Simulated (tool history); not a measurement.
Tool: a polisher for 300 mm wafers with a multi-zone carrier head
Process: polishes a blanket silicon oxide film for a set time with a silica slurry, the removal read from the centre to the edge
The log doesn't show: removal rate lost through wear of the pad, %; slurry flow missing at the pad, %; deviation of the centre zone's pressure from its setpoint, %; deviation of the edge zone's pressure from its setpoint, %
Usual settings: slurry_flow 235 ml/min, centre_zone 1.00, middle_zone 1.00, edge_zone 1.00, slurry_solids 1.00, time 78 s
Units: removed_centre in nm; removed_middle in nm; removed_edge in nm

run   hour  slurry_flow  centre_zone  middle_zone  edge_zone  slurry_solids  time  wafers since the last listed run  wafers polished on this pad  hours since the slurry nozzle was cleaned  hours since the centre zone pressure was calibrated  hours since the edge zone pressure was calibrated  hours since the carrier head's membrane was replaced  incoming thickness of the incoming film, nm  removed_centre  removed_middle  removed_edge
  1    0.0          180         1.06         1.04       1.00           1.00    78                                 0                          550                                       29.2                                               1093.4                                               51.0                                                 192.9                                       1892.3           179.7           169.8         164.5
  2   18.3          235         1.00         1.00       1.00           1.00    78                               165                          716                                       47.5                                               1111.7                                               69.3                                                 211.2                                       1920.2           175.5           172.7         168.5
  3   39.1          270         1.00         1.00       0.94           1.30    54                               188                          904                                       68.3                                               1132.5                                               90.1                                                 232.0                                       1927.0           138.2           133.7         128.4
  4   52.3          235         0.93         1.00       1.00           1.00    98                               119                         1024                                       81.5                                               1145.7                                              103.3                                                 245.2                                       1912.4           203.9           214.5         214.3
  5   68.0          235         1.00         1.00       1.11           1.00    78                               142                         1166                                       97.2                                               1161.4                                              119.0                                                 260.9                                       1903.5           174.7           170.1         179.6
  6   99.1          185         1.00         1.00       1.00           1.00    53                               281                         1448                                      128.3                                               1192.5                                              150.1                                                 292.0                                       1904.0           115.1           113.1         112.1
  7  116.3          300         1.00         0.95       1.00           1.00    57                               155                         1604                                      145.5                                               1209.7                                              167.3                                                 309.2                                       1955.6           131.6           122.5         127.3
  8  149.8          235         1.00         1.00       1.00           1.25    78                               303                         1908                                      179.0                                               1243.2                                              200.8                                                 342.7                                       1907.1           190.2           187.3         185.1
  9  169.4          285         1.00         1.00       0.94           0.75    54                               177                         2085                                      198.6                                               1262.8                                              220.4                                                 362.3                                       1915.6           107.4           104.7          97.8
     202.7  -- worn pad replaced by a new one
 10  265.9          295         1.00         1.00       1.00           1.00   100                               838                          573                                      295.1                                               1359.3                                              316.9                                                 458.8                                       1899.1           226.8           225.1         220.1
 11  298.5          235         1.00         1.00       1.00           1.00    89                               295                          868                                      327.7                                               1391.9                                              349.5                                                 491.4                                       1889.9           202.2           194.0         194.6
 12  311.0          235         1.00         1.00       1.00           1.00    86                               113                          982                                      340.2                                               1404.4                                              362.0                                                 503.9                                       1915.1           194.9           188.9         187.0
 13  327.4          195         1.10         1.00       1.00           1.00    95                               148                         1130                                      356.6                                               1420.8                                              378.4                                                 520.3                                       1894.6           230.2           202.4         204.6
 14  353.8          200         1.00         1.00       1.00           1.00    78                               239                         1370                                      383.0                                               1447.2                                              404.8                                                 546.7                                       1914.6           174.2           166.8         167.9

Run 15 comes next. What will it give?
     406.9  -- centre zone pressure recalibrated
 15  448.7          235         1.00         0.94       1.00           1.15    78                               842                         2212                                      477.9                                                 41.8                                              499.7                                                 641.6                                       1944.3               ?               ?             ?

{"run 15": {"removed_centre": 184.3, "removed_middle": 172.7, "removed_edge": 177.6}}
Without the tool's hidden state the same run would have given removed_centre 184.3 nm, removed_middle 172.7 nm, removed_edge 177.6 nm.

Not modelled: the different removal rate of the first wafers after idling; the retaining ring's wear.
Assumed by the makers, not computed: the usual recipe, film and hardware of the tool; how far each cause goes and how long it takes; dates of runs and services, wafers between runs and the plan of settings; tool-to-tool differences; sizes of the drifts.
